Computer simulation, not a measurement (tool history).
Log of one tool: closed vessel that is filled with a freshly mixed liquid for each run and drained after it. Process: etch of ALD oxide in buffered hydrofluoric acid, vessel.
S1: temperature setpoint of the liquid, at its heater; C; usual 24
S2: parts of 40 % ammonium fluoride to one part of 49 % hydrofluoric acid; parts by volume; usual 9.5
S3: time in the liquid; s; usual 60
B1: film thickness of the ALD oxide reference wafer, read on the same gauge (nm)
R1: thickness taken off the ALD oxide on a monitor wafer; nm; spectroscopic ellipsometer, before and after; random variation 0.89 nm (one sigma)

run     day    S1   S2  S3     B1      R1
  1       0    24  9.5  60  49.99  100.13
  2     1.1    24  9.5  60  49.99  101.37
  3    1.65    24  9.5  60     50  100.99
  4   2.533  21.5  9.5  60  49.96    87.8
  5   3.612  25.5  9.5  60  50.04  109.68
  6   4.171    24  9.5  60  50.02  102.72
  7   5.304    24  9.5  60  50.02  102.72
  8   6.612    24  9.5  60  50.01  100.26
  9   7.812    24  9.5  60  49.99  100.95
 10  11.979    24  9.5  60  50.03  103.06
 11  12.875  20.5  9.5  60     50   85.77
     13.392  -- gauge calibrated
 12  13.938  20.5  9.5  60  49.97   86.09
 13  15.096    24  9.5  60  49.99  103.94
 14  16.504    24  9.5  60  49.99  102.59
 15  17.388    24  9.5  60     50   102.8
 16  18.725    24  9.5  60  49.98  104.95
 17  19.642    24  9.5  30  50.01    52.5
 18   20.65    24  9.5  60  49.95  104.85
 19  21.275    24  9.5  45  49.99   78.83
 20  22.429    24  9.5  30  49.98   52.65
 21  23.446    24  9.5  60  49.97  103.28
     23.604  -- thermometer replaced
 22  24.817  20.5    7  80  50.01  138.74
 23  26.012    24   12  60  49.95   76.08
     26.312  -- hydrofluoric acid flow meter replaced
 24  26.767  25.5  6.5  70  50.01  171.21
 25  28.171    24  9.5  35  49.98   54.73
 26  28.792    24  9.5  60  49.98   95.91
 27  29.967    22  9.5  60  50.01   83.31
 28  30.771    24  9.5  60  49.99   94.92
 29  31.925  25.5  6.5  60  49.98  149.02
 30  33.254  19.5  6.5  80  50.02  146.75
 31  34.029    24  6.5  60  50.02  138.46

Forecast each of these 3 alternatives for the next run:
  A  34.058    24  9.5  80   ?   ?
  B  34.058  22.5  9.5  30   ?   ?
  C  34.058    24   11  85   ?   ?

run     B1      R1
  A  49.99  125.85
  B  49.99   43.48
  C  49.99  117.99
Without the tool's hidden state the same runs would have given:
run      R1
  A  122.67
  B   42.37
  C  115.01
